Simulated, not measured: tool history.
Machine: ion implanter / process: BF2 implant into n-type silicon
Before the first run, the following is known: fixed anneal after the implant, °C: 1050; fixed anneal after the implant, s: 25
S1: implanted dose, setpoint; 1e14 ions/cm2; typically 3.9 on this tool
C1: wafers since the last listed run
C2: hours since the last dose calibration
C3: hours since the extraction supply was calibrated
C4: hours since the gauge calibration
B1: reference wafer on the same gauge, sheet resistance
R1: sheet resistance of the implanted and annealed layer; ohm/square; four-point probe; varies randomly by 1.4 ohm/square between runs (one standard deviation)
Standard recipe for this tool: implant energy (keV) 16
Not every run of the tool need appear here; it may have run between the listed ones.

Run 1, hour 0: usual settings but implant energy (keV) 19; C1 0; C2 969.1; C3 1752.8; C4 728.2; B1 290.74. Result: R1 299.32 ohm/square.
Run 2, hour 106.1: usual settings but S1 4.3 1e14 ions/cm2; C1 1482; C2 1075.2; C3 1858.9; C4 834.3; B1 290.69. Result: R1 282.77 ohm/square.
Run 3, hour 169.2: usual settings but S1 4.3 1e14 ions/cm2; C1 881; C2 1138.3; C3 1922; C4 897.4; B1 290.89. Result: R1 280.77 ohm/square.
Run 4, hour 284.8: usual settings but S1 4.3 1e14 ions/cm2; C1 1615; C2 1253.9; C3 2037.6; C4 1013; B1 291.15. Result: R1 283.34 ohm/square.
Run 5, hour 328.6: usual settings; C1 612; C2 1297.7; C3 2081.4; C4 1056.8; B1 290.86. Result: R1 303.62 ohm/square.
Run 6, hour 373.3: usual settings; C1 624; C2 1342.4; C3 2126.1; C4 1101.5; B1 290.54. Result: R1 304.73 ohm/square.
Run 7, hour 413: usual settings; C1 554; C2 1382.1; C3 2165.8; C4 1141.2; B1 290.77. Result: R1 309.76 ohm/square.
Run 8, hour 452.1: usual settings; C1 546; C2 1421.2; C3 2204.9; C4 1180.3; B1 291. Result: R1 306.3 ohm/square.
Run 9, hour 514.6: usual settings; C1 873; C2 1483.7; C3 2267.4; C4 1242.8; B1 291.1. Result: R1 304.41 ohm/square.
Run 10, hour 565.9: usual settings but implant energy (keV) 20.5; C1 716; C2 1535; C3 2318.7; C4 1294.1; B1 291.45. Result: R1 302.7 ohm/square.
Run 11, hour 629.9: usual settings but implant energy (keV) 20.5; C1 894; C2 1599; C3 2382.7; C4 1358.1; B1 291.13. Result: R1 302.55 ohm/square.
Run 12, hour 675.2: usual settings but implant energy (keV) 20.5; C1 632; C2 1644.3; C3 2428; C4 1403.4; B1 291.22. Result: R1 304.51 ohm/square.
At hour 724: gauge calibrated.
At hour 784.6: Faraday cup replaced and dose calibrated.
Run 13, hour 798.1: usual settings but S1 4.28 1e14 ions/cm2; C1 1605; C2 13.5; C3 2550.9; C4 74.1; B1 291.14. Result: R1 278.14 ohm/square.
Run 14, hour 856.7: usual settings but S1 4.82 1e14 ions/cm2; C1 818; C2 72.1; C3 2609.5; C4 132.7; B1 291.43. Result: R1 251.47 ohm/square.
Run 15, hour 913.6: usual settings but implant energy (keV) 18.5; C1 795; C2 129; C3 2666.4; C4 189.6; B1 290.87. Result: R1 299.25 ohm/square.
Run 16, hour 979.2: usual settings but implant energy (keV) 18.5; C1 916; C2 194.6; C3 2732; C4 255.2; B1 290.91. Result: R1 298.29 ohm/square.
Run 17, hour 1049.6: usual settings but implant energy (keV) 18.5; C1 983; C2 265; C3 2802.4; C4 325.6; B1 290.88. Result: R1 300.92 ohm/square.
Run 18, hour 1078.2: usual settings but S1 4.36 1e14 ions/cm2, implant energy (keV) 11; C1 399; C2 293.6; C3 2831; C4 354.2; B1 290.69. Result: R1 285 ohm/square.
Run 19, hour 1108.3: usual settings but S1 4.44 1e14 ions/cm2, implant energy (keV) 11; C1 420; C2 323.7; C3 2861.1; C4 384.3; B1 291.23. Result: R1 282.39 ohm/square.
Run 20, hour 1156.3: usual settings but S1 5.07 1e14 ions/cm2; C1 670; C2 371.7; C3 2909.1; C4 432.3; B1 291.25. Result: R1 243.53 ohm/square.
Run 21, hour 1219.1: usual settings but S1 2.99 1e14 ions/cm2, implant energy (keV) 13; C1 877; C2 434.5; C3 2971.9; C4 495.1; B1 291.07. Result: R1 385.72 ohm/square.
Run 22, hour 1289: usual settings but S1 3.48 1e14 ions/cm2, implant energy (keV) 18.5; C1 976; C2 504.4; C3 3041.8; C4 565; B1 291.09. Result: R1 331.07 ohm/square.
Run 23, hour 1328.9: usual settings but S1 3.02 1e14 ions/cm2, implant energy (keV) 19; C1 557; C2 544.3; C3 3081.7; C4 604.9; B1 290.83. Result: R1 377.02 ohm/square.
Run 24, hour 1372: usual settings but implant energy (keV) 11; C1 602; C2 587.4; C3 3124.8; C4 648; B1 290.87. Result: R1 316.2 ohm/square.
Run 25, hour 1417.1: usual settings but S1 3.12 1e14 ions/cm2, implant energy (keV) 21; C1 630; C2 632.5; C3 3169.9; C4 693.1; B1 290.9. Result: R1 361.48 ohm/square.
Run 26, hour 1486.8: usual settings but implant energy (keV) 18.5; C1 973; C2 702.2; C3 3239.6; C4 762.8; B1 290.94. Result: R1 300.17 ohm/square.
Run 27, hour 1523.5: usual settings; C1 512; C2 738.9; C3 3276.3; C4 799.5; B1 290.84. Result: R1 304.67 ohm/square.
Run 28, hour 1589: usual settings; C1 915; C2 804.4; C3 3341.8; C4 865; B1 290.8. Result: R1 305.01 ohm/square.
Run 29, hour 1628.5: usual settings; C1 551; C2 843.9; C3 3381.3; C4 904.5; B1 290.97. Result: R1 303.64 ohm/square.
At hour 1655.1: extraction supply calibrated.
Run 30, hour 1699.2: usual settings but S1 3 1e14 ions/cm2; C1 876; C2 914.6; C3 44.1; C4 975.2; B1 291.12. Result: R1 386.09 ohm/square.
Run 31, hour 1752.2: usual settings but S1 3.34 1e14 ions/cm2, implant energy (keV) 20.5; C1 740; C2 967.6; C3 97.1; C4 1028.2; B1 290.89. Result: R1 344.31 ohm/square.
Run 32, hour 1963.9: usual settings but S1 2.98 1e14 ions/cm2, implant energy (keV) 21; C1 2958; C2 1179.3; C3 308.8; C4 1239.9; B1 290.99. Result: R1 379.42 ohm/square.
Run 33, hour 1996.3: usual settings but S1 4.37 1e14 ions/cm2, implant energy (keV) 17.5; C1 452; C2 1211.7; C3 341.2; C4 1272.3; B1 291.27. Result: R1 274.83 ohm/square.
Run 34, hour 2043.4: usual settings but implant energy (keV) 21; C1 658; C2 1258.8; C3 388.3; C4 1319.4; B1 290.99. Result: R1 300 ohm/square.
Run 35, hour 2072.4: usual settings but implant energy (keV) 11; C1 405; C2 1287.8; C3 417.3; C4 1348.4; B1 291.23. Result: R1 316.98 ohm/square.

What if the next run were any one of these 4? Each begins from the tool's condition after run 35:
Run A, hour 2072.8: usual settings but S1 4.99 1e14 ions/cm2; C1 5; C2 1288.2; C3 417.7; C4 1348.8; B1 ?. Result: R1 ?.
Run B, hour 2072.8: usual settings but S1 4.27 1e14 ions/cm2, implant energy (keV) 18.5; C1 5; C2 1288.2; C3 417.7; C4 1348.8; B1 ?. Result: R1 ?.
Run C, hour 2072.8: usual settings but implant energy (keV) 21.5; C1 5; C2 1288.2; C3 417.7; C4 1348.8; B1 ?. Result: R1 ?.
Run D, hour 2072.8: usual settings but S1 4.39 1e14 ions/cm2, implant energy (keV) 17.5; C1 5; C2 1288.2; C3 417.7; C4 1348.8; B1 ?. Result: R1 ?.

run      B1      R1
  A  291.13  249.89
  B  291.13   281.5
  C  291.13  300.93
  D  291.13  276.12
The same runs, with their run-to-run variation unchanged, on a tool lacking any hidden condition would have given:
run      R1
  A  246.48
  B   277.5
  C  296.63
  D  272.22

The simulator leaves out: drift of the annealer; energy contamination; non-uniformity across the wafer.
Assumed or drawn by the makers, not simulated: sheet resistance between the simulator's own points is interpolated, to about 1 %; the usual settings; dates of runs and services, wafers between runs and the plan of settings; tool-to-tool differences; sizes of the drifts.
